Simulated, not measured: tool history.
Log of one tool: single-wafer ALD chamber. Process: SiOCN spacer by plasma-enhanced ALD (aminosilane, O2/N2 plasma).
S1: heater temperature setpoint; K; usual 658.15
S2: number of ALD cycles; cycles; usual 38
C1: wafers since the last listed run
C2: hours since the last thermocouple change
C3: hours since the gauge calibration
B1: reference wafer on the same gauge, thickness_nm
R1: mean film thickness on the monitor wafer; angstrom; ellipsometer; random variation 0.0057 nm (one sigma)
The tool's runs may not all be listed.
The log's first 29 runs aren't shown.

{"run": 30, "day": 99.946, "S1": 644.15, "S2": 31, "C1": 366, "C2": 227.5, "C3": 363.7, "B1": 2.404, "R1": 18.51}
{"run": 31, "day": 103.446, "S1": 667.15, "S2": 41, "C1": 565, "C2": 311.5, "C3": 447.7, "B1": 2.402, "R1": 24.44}
{"run": 32, "day": 107.046, "S1": 658.15, "S2": 35, "C1": 581, "C2": 397.9, "C3": 534.1, "B1": 2.401, "R1": 20.83}
{"run": 33, "day": 110.425, "S1": 658.15, "S2": 38, "C1": 545, "C2": 479.0, "C3": 615.2, "B1": 2.401, "R1": 22.62}
{"run": 34, "day": 113.425, "S1": 672.15, "S2": 41, "C1": 484, "C2": 551.0, "C3": 687.2, "B1": 2.401, "R1": 24.35}
{"run": 35, "day": 117.354, "S1": 662.15, "S2": 43, "C1": 634, "C2": 645.3, "C3": 781.5, "B1": 2.398, "R1": 25.56}
{"run": 36, "day": 120.312, "S1": 671.15, "S2": 36, "C1": 477, "C2": 716.3, "C3": 852.5, "B1": 2.395, "R1": 21.47}
{"run": 37, "day": 123.112, "S1": 648.15, "S2": 31, "C1": 452, "C2": 783.5, "C3": 919.7, "B1": 2.395, "R1": 18.43}
{"run": 38, "day": 125.296, "S1": 671.15, "S2": 38, "C1": 352, "C2": 835.9, "C3": 972.1, "B1": 2.393, "R1": 22.59}
{"run": 39, "day": 127.871, "S1": 666.15, "S2": 45, "C1": 415, "C2": 897.7, "C3": 1033.9, "B1": 2.393, "R1": 26.64}
{"run": 40, "day": 131.404, "S1": 658.15, "S2": 36, "C1": 570, "C2": 982.5, "C3": 1118.7, "B1": 2.388, "R1": 21.28}
{"run": 41, "day": 135.833, "S1": 650.15, "S2": 36, "C1": 715, "C2": 1088.8, "C3": 1225.0, "B1": 2.385, "R1": 21.36}
{"run": 42, "day": 140.171, "S1": 650.15, "S2": 35, "C1": 700, "C2": 1192.9, "C3": 1329.1, "B1": 2.382, "R1": 20.69}
{"run": 43, "day": 144.196, "S1": 672.15, "S2": 33, "C1": 649, "C2": 1289.5, "C3": 1425.7, "B1": 2.381, "R1": 19.43}
{"run": 44, "day": 147.633, "S1": 664.15, "S2": 42, "C1": 555, "C2": 1372.0, "C3": 1508.2, "B1": 2.376, "R1": 24.8}
{"run": 45, "day": 151.242, "S1": 658.15, "S2": 38, "C1": 582, "C2": 1458.6, "C3": 1594.8, "B1": 2.373, "R1": 22.34}
{"run": 46, "day": 154.075, "S1": 658.15, "S2": 38, "C1": 457, "C2": 1526.6, "C3": 1662.8, "B1": 2.368, "R1": 22.3}

Forecast each of these 5 alternatives for the next run:
{"run": "A", "day": 154.096, "S1": 658.15, "S2": 40, "C1": 3, "C2": 1527.1, "C3": 1663.3, "B1": "?", "R1": "?"}
{"run": "B", "day": 154.096, "S1": 664.15, "S2": 43, "C1": 3, "C2": 1527.1, "C3": 1663.3, "B1": "?", "R1": "?"}
{"run": "C", "day": 154.096, "S1": 652.15, "S2": 36, "C1": 3, "C2": 1527.1, "C3": 1663.3, "B1": "?", "R1": "?"}
{"run": "D", "day": 154.096, "S1": 652.15, "S2": 32, "C1": 3, "C2": 1527.1, "C3": 1663.3, "B1": "?", "R1": "?"}
{"run": "E", "day": 154.096, "S1": 664.15, "S2": 41, "C1": 3, "C2": 1527.1, "C3": 1663.3, "B1": "?", "R1": "?"}

run=A B1=2.370 R1=23.52
run=B B1=2.370 R1=25.28
run=C B1=2.370 R1=21.17
run=D B1=2.370 R1=18.82
run=E B1=2.370 R1=24.11
Without the tool's hidden state the same runs would have given:
run=A R1=23.91
run=B R1=25.71
run=C R1=21.52
run=D R1=19.13
run=E R1=24.51

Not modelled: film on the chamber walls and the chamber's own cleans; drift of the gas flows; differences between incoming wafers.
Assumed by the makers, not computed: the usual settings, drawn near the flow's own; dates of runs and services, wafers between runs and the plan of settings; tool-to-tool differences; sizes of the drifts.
